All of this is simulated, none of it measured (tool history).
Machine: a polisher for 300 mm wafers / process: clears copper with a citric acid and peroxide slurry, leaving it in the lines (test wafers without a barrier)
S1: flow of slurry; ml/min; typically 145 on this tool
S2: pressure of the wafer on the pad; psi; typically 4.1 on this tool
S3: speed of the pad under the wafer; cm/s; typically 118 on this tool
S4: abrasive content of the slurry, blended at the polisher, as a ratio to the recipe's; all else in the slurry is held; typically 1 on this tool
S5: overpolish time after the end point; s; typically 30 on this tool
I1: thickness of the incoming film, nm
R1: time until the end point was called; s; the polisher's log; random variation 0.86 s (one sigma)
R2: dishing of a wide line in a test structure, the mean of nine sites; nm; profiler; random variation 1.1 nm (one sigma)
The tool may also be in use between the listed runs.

Run 1, hour 0: usual settings; I1 292.8. Result: R1 71 s, R2 67.7 nm.
At hour 18.2: worn pad replaced by a new one.
Run 2, hour 33.8: usual settings; I1 293. Result: R1 70.6 s, R2 68.7 nm.
Run 3, hour 61.9: usual settings; I1 297.8. Result: R1 71.9 s, R2 69.1 nm.
Run 4, hour 94.8: usual settings; I1 290. Result: R1 69.3 s, R2 67.3 nm.
Run 5, hour 110.8: usual settings; I1 292.7. Result: R1 69.8 s, R2 69.3 nm.
At hour 126.9: worn pad replaced by a new one.
Run 6, hour 131.8: usual settings; I1 295. Result: R1 71.4 s, R2 69.1 nm.
At hour 152.6: head pressure recalibrated.
Run 7, hour 155.8: usual settings but S5 36 s; I1 291.1. Result: R1 70 s, R2 77.4 nm.
Run 8, hour 188: usual settings; I1 292.9. Result: R1 70.9 s, R2 67.2 nm.
At hour 191.3: slurry blender recalibrated.
Run 9, hour 213.9: usual settings; I1 296. Result: R1 70.7 s, R2 67.3 nm.
At hour 223.2: worn pad replaced by a new one.
Run 10, hour 245.2: usual settings; I1 297.6. Result: R1 71.2 s, R2 66.5 nm.
Run 11, hour 258: usual settings; I1 296.3. Result: R1 71.1 s, R2 69.4 nm.
Run 12, hour 278.1: usual settings but S1 105 ml/min, S3 100 cm/s, S4 1.3, S5 40 s; I1 293.5. Result: R1 85.2 s, R2 70.9 nm.
Run 13, hour 300.8: usual settings but S1 120 ml/min, S3 96 cm/s, S4 0.9; I1 293.8. Result: R1 91.4 s, R2 56.9 nm.
At hour 308.4: slurry nozzle cleaned.
Run 14, hour 316.8: usual settings; I1 295.9. Result: R1 71 s, R2 67.6 nm.
At hour 327.2: worn pad replaced by a new one.
Run 15, hour 335: usual settings; I1 296. Result: R1 72.2 s, R2 68.9 nm.
Run 16, hour 356.4: usual settings; I1 289.7. Result: R1 69.8 s, R2 69.4 nm.
Run 17, hour 371.3: usual settings but S1 120 ml/min, S3 96 cm/s, S4 0.9; I1 291.9. Result: R1 92 s, R2 57.2 nm.
Run 18, hour 396.5: usual settings but S1 175 ml/min, S2 4.8 psi, S3 100 cm/s, S5 47 s; I1 292.7. Result: R1 70.1 s, R2 93.1 nm.
At hour 427.5: slurry blender recalibrated.
At hour 428.9: worn pad replaced by a new one.
Run 19, hour 430.2: usual settings but S4 1.25; I1 295.1. Result: R1 68.3 s, R2 69.6 nm.
Run 20, hour 453.8: usual settings but S1 105 ml/min, S4 0.8; I1 293. Result: R1 78.8 s, R2 63.2 nm.
Run 21, hour 469.1: usual settings but S1 170 ml/min, S2 2.9 psi, S3 134 cm/s, S5 42 s; I1 295.9. Result: R1 80.5 s, R2 75.1 nm.
Run 22, hour 485.5: usual settings but S2 3.5 psi, S4 1.1, S5 13 s; I1 297.2. Result: R1 79.5 s, R2 31.9 nm.

Run-by-run hidden state of the tool:
removal rate lost through wear of the pad, %: 0 at every run
slurry flow missing at the pad, %: 0 at every run
deviation of the head's pressure from its setpoint, %: 0 at every run
abrasive missing from the slurry, %: 0 at every run
